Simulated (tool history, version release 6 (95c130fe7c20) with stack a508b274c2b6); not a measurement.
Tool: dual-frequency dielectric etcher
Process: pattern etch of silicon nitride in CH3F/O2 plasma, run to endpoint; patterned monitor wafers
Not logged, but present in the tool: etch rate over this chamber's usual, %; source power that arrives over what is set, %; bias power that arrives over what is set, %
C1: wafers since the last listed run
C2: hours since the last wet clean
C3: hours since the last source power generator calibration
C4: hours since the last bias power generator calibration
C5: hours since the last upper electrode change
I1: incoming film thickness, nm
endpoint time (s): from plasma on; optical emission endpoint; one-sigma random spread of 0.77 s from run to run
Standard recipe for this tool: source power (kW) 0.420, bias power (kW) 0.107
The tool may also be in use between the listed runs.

Run 1, hour 0.0: usual settings but source power (kW) 0.350; C1 0; C2 303.8; C3 644.9; C4 2243.8; C5 2524.3; I1 109.3. Result: endpoint time (s) 119.3.
Run 2, hour 38.6: usual settings but source power (kW) 0.350; C1 275; C2 342.4; C3 683.5; C4 2282.4; C5 2562.9; I1 108.9. Result: endpoint time (s) 120.6.
At hour 100.7: wet clean of the chamber.
Run 3, hour 109.0: usual settings but source power (kW) 0.350; C1 330; C2 8.3; C3 753.9; C4 2352.8; C5 2633.3; I1 109.6. Result: endpoint time (s) 120.7.
Run 4, hour 175.0: usual settings but source power (kW) 0.400, bias power (kW) 0.087; C1 470; C2 74.3; C3 819.9; C4 2418.8; C5 2699.3; I1 108.7. Result: endpoint time (s) 124.9.
Run 5, hour 201.8: usual settings but source power (kW) 0.400, bias power (kW) 0.087; C1 190; C2 101.1; C3 846.7; C4 2445.6; C5 2726.1; I1 108.5. Result: endpoint time (s) 126.4.
Run 6, hour 264.3: usual settings; C1 445; C2 163.6; C3 909.2; C4 2508.1; C5 2788.6; I1 108.7. Result: endpoint time (s) 111.1.
Run 7, hour 296.4: usual settings; C1 228; C2 195.7; C3 941.3; C4 2540.2; C5 2820.7; I1 109.3. Result: endpoint time (s) 112.5.
Run 8, hour 330.6: usual settings but bias power (kW) 0.096; C1 243; C2 229.9; C3 975.5; C4 2574.4; C5 2854.9; I1 108.5. Result: endpoint time (s) 119.5.
Run 9, hour 357.1: usual settings but source power (kW) 0.400; C1 188; C2 256.4; C3 1002.0; C4 2600.9; C5 2881.4; I1 109.0. Result: endpoint time (s) 115.1.
Run 10, hour 424.5: usual settings; C1 480; C2 323.8; C3 1069.4; C4 2668.3; C5 2948.8; I1 108.9. Result: endpoint time (s) 112.2.
At hour 456.2: wet clean of the chamber.
Run 11, hour 466.7: usual settings; C1 129; C2 10.5; C3 1111.6; C4 2710.5; C5 2991.0; I1 109.3. Result: endpoint time (s) 113.9.
Run 12, hour 517.5: usual settings; C1 362; C2 61.3; C3 1162.4; C4 2761.3; C5 3041.8; I1 109.5. Result: endpoint time (s) 113.5.
Run 13, hour 559.6: usual settings but bias power (kW) 0.125; C1 300; C2 103.4; C3 1204.5; C4 2803.4; C5 3083.9; I1 108.6. Result: endpoint time (s) 104.8.
Run 14, hour 618.9: usual settings but bias power (kW) 0.125; C1 422; C2 162.7; C3 1263.8; C4 2862.7; C5 3143.2; I1 108.2. Result: endpoint time (s) 104.9.
Run 15, hour 682.8: usual settings but bias power (kW) 0.125; C1 455; C2 226.6; C3 1327.7; C4 2926.6; C5 3207.1; I1 107.6. Result: endpoint time (s) 105.5.
Run 16, hour 724.1: usual settings but bias power (kW) 0.096; C1 294; C2 267.9; C3 1369.0; C4 2967.9; C5 3248.4; I1 109.4. Result: endpoint time (s) 120.1.
Run 17, hour 773.8: usual settings; C1 354; C2 317.6; C3 1418.7; C4 3017.6; C5 3298.1; I1 109.6. Result: endpoint time (s) 114.3.
Run 18, hour 806.4: usual settings but source power (kW) 0.490, bias power (kW) 0.121; C1 232; C2 350.2; C3 1451.3; C4 3050.2; C5 3330.7; I1 109.1. Result: endpoint time (s) 103.5.
At hour 841.4: wet clean of the chamber.
At hour 881.4: upper electrode replaced.
Run 19, hour 881.9: usual settings but source power (kW) 0.380, bias power (kW) 0.099; C1 195; C2 40.5; C3 1526.8; C4 3125.7; C5 0.5; I1 108.8. Result: endpoint time (s) 118.9.
Run 20, hour 919.1: usual settings but source power (kW) 0.350, bias power (kW) 0.125; C1 265; C2 77.7; C3 1564.0; C4 3162.9; C5 37.7; I1 109.2. Result: endpoint time (s) 111.9.
At hour 962.7: bias power generator calibrated.
Run 21, hour 1028.0: usual settings; C1 747; C2 186.6; C3 1672.9; C4 65.3; C5 146.6; I1 108.3. Result: endpoint time (s) 112.3.
Run 22, hour 1095.7: usual settings but source power (kW) 0.510, bias power (kW) 0.114; C1 482; C2 254.3; C3 1740.6; C4 133.0; C5 214.3; I1 108.6. Result: endpoint time (s) 103.3.
At hour 1146.6: source power generator calibrated.
Run 23, hour 1147.1: usual settings but source power (kW) 0.370, bias power (kW) 0.123; C1 337; C2 305.7; C3 0.5; C4 184.4; C5 265.7; I1 109.2. Result: endpoint time (s) 111.1.

For run 24, what comes out?
Run 24, hour 1184.3: usual settings but bias power (kW) 0.133; C1 265; C2 342.9; C3 37.7; C4 221.6; C5 302.9; I1 108.4. Result: endpoint time (s) ?.

{"run 24": {"endpoint time (s)": 102.9}}
Had the tool carried no hidden state, the very same run would have given endpoint time (s) 102.9.
